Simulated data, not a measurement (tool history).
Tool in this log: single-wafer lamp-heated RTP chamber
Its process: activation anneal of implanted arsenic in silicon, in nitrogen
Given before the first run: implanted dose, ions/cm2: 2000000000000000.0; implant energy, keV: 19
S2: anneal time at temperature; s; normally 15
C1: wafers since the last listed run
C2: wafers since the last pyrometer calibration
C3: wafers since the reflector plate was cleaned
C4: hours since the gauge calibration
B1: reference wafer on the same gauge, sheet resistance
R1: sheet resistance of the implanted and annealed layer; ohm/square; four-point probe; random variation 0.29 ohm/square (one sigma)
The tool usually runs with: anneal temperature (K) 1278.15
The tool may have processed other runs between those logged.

run 1 day=0.000 | anneal_temperature_(K)=1278.15 S2=15 | C1=0 C2=506 C3=2309 C4=723.1 | B1=99.44 | R1=94.28
run 2 day=0.542 | anneal_temperature_(K)=1278.15 S2=11 | C1=144 C2=650 C3=2453 C4=736.1 | B1=99.53 | R1=98.70
run 3 day=2.679 | anneal_temperature_(K)=1278.15 S2=11 | C1=569 C2=1220 C3=3023 C4=787.4 | B1=99.49 | R1=97.43
run 4 day=3.904 | anneal_temperature_(K)=1291.15 S2=15 | C1=326 C2=1546 C3=3349 C4=816.8 | B1=99.51 | R1=86.82
-- day=5.642 reflector plate cleaned
-- day=7.542 pyrometer window cleaned and pyrometer calibrated
run 5 day=7.692 | anneal_temperature_(K)=1291.15 S2=15 | C1=831 C2=40 C3=457 C4=907.7 | B1=99.51 | R1=89.99
run 6 day=8.588 | anneal_temperature_(K)=1297.15 S2=11 | C1=238 C2=279 C3=696 C4=929.2 | B1=99.52 | R1=92.04
run 7 day=10.121 | anneal_temperature_(K)=1297.15 S2=11 | C1=408 C2=687 C3=1105 C4=966.0 | B1=99.58 | R1=91.06
run 8 day=11.158 | anneal_temperature_(K)=1259.15 S2=10 | C1=276 C2=964 C3=1381 C4=990.9 | B1=99.51 | R1=108.24
run 9 day=11.708 | anneal_temperature_(K)=1259.15 S2=10 | C1=146 C2=1110 C3=1528 C4=1004.1 | B1=99.37 | R1=107.87
run 10 day=12.571 | anneal_temperature_(K)=1278.15 S2=15 | C1=229 C2=1340 C3=1758 C4=1024.8 | B1=99.42 | R1=94.14
run 11 day=13.746 | anneal_temperature_(K)=1278.15 S2=15 | C1=313 C2=1653 C3=2071 C4=1053.0 | B1=99.46 | R1=93.31
run 12 day=14.258 | anneal_temperature_(K)=1278.15 S2=15 | C1=136 C2=1790 C3=2207 C4=1065.3 | B1=99.58 | R1=93.40
run 13 day=15.304 | anneal_temperature_(K)=1278.15 S2=15 | C1=278 C2=2068 C3=2486 C4=1090.4 | B1=99.34 | R1=92.90
run 14 day=16.292 | anneal_temperature_(K)=1293.15 S2=15 | C1=263 C2=2332 C3=2749 C4=1114.1 | B1=99.60 | R1=86.38
run 15 day=16.896 | anneal_temperature_(K)=1293.15 S2=15 | C1=160 C2=2493 C3=2910 C4=1128.6 | B1=99.48 | R1=86.58
run 16 day=17.996 | anneal_temperature_(K)=1278.15 S2=13 | C1=293 C2=2786 C3=3203 C4=1155.0 | B1=99.49 | R1=94.66
run 17 day=18.683 | anneal_temperature_(K)=1278.15 S2=13 | C1=183 C2=2969 C3=3386 C4=1171.5 | B1=99.50 | R1=94.59
-- day=19.471 pyrometer window cleaned and pyrometer calibrated
run 18 day=19.521 | anneal_temperature_(K)=1260.15 S2=19 | C1=134 C2=13 C3=3521 C4=1191.6 | B1=99.59 | R1=99.19
-- day=20.062 gauge calibrated
run 19 day=20.754 | anneal_temperature_(K)=1278.15 S2=15 | C1=328 C2=342 C3=3849 C4=16.6 | B1=99.54 | R1=92.86
-- day=21.958 reflector plate cleaned
run 20 day=21.979 | anneal_temperature_(K)=1287.15 S2=22 | C1=237 C2=579 C3=5 C4=46.0 | B1=99.46 | R1=85.20
run 21 day=23.254 | anneal_temperature_(K)=1278.15 S2=15 | C1=339 C2=919 C3=345 C4=76.6 | B1=99.44 | R1=94.90
run 22 day=24.179 | anneal_temperature_(K)=1260.15 S2=9 | C1=246 C2=1166 C3=591 C4=98.8 | B1=99.57 | R1=108.53
run 23 day=25.071 | anneal_temperature_(K)=1258.15 S2=19 | C1=237 C2=1403 C3=829 C4=120.2 | B1=99.50 | R1=100.59
run 24 day=25.921 | anneal_temperature_(K)=1278.15 S2=15 | C1=226 C2=1630 C3=1055 C4=140.6 | B1=99.45 | R1=94.23
run 25 day=27.050 | anneal_temperature_(K)=1251.15 S2=12 | C1=300 C2=1931 C3=1356 C4=167.7 | B1=99.49 | R1=108.93
run 26 day=28.088 | anneal_temperature_(K)=1254.15 S2=21 | C1=276 C2=2207 C3=1633 C4=192.6 | B1=99.58 | R1=100.52
run 27 day=28.792 | anneal_temperature_(K)=1278.15 S2=15 | C1=187 C2=2395 C3=1820 C4=209.5 | B1=99.64 | R1=93.46
-- day=29.908 pyrometer window cleaned and pyrometer calibrated
run 28 day=29.929 | anneal_temperature_(K)=1308.15 S2=9 | C1=214 C2=5 C3=2035 C4=236.8 | B1=99.55 | R1=90.57
run 29 day=32.062 | anneal_temperature_(K)=1278.15 S2=15 | C1=568 C2=574 C3=2603 C4=288.0 | B1=99.57 | R1=93.90
run 30 day=33.371 | anneal_temperature_(K)=1278.15 S2=11 | C1=348 C2=923 C3=2952 C4=319.4 | B1=99.66 | R1=97.55
run 31 day=34.158 | anneal_temperature_(K)=1278.15 S2=15 | C1=209 C2=1132 C3=3162 C4=338.3 | B1=99.47 | R1=92.54
run 32 day=35.354 | anneal_temperature_(K)=1263.15 S2=9 | C1=318 C2=1451 C3=3480 C4=367.0 | B1=99.46 | R1=105.97
run 33 day=36.208 | anneal_temperature_(K)=1308.15 S2=18 | C1=227 C2=1679 C3=3708 C4=387.5 | B1=99.48 | R1=77.08
run 34 day=37.062 | anneal_temperature_(K)=1289.15 S2=24 | C1=227 C2=1906 C3=3936 C4=408.0 | B1=99.47 | R1=79.65
run 35 day=38.192 | anneal_temperature_(K)=1278.15 S2=15 | C1=300 C2=2207 C3=4237 C4=435.1 | B1=99.38 | R1=91.53
run 36 day=39.121 | anneal_temperature_(K)=1252.15 S2=12 | C1=247 C2=2455 C3=4484 C4=457.4 | B1=99.62 | R1=105.58
-- day=39.692 reflector plate cleaned
run 37 day=40.533 | anneal_temperature_(K)=1265.15 S2=15 | C1=287 C2=2742 C3=224 C4=491.3 | B1=99.49 | R1=100.65

Here are 4 independent what-if runs from the current tool condition. What would each one return?
run A day=40.550 | anneal_temperature_(K)=1278.15 S2=8 | C1=4 C2=2747 C3=228 C4=491.7 | B1=? | R1=?
run B day=40.550 | anneal_temperature_(K)=1278.15 S2=9 | C1=4 C2=2747 C3=228 C4=491.7 | B1=? | R1=?
run C day=40.550 | anneal_temperature_(K)=1291.15 S2=21 | C1=4 C2=2747 C3=228 C4=491.7 | B1=? | R1=?
run D day=40.550 | anneal_temperature_(K)=1308.15 S2=8 | C1=4 C2=2747 C3=228 C4=491.7 | B1=? | R1=?

run=A B1=99.41 R1=102.84
run=B B1=99.41 R1=101.33
run=C B1=99.41 R1=83.46
run=D B1=99.41 R1=90.76
Without the tool's unlogged condition, the same runs would have read:
run=A R1=105.12
run=B R1=103.66
run=C R1=85.93
run=D R1=93.01
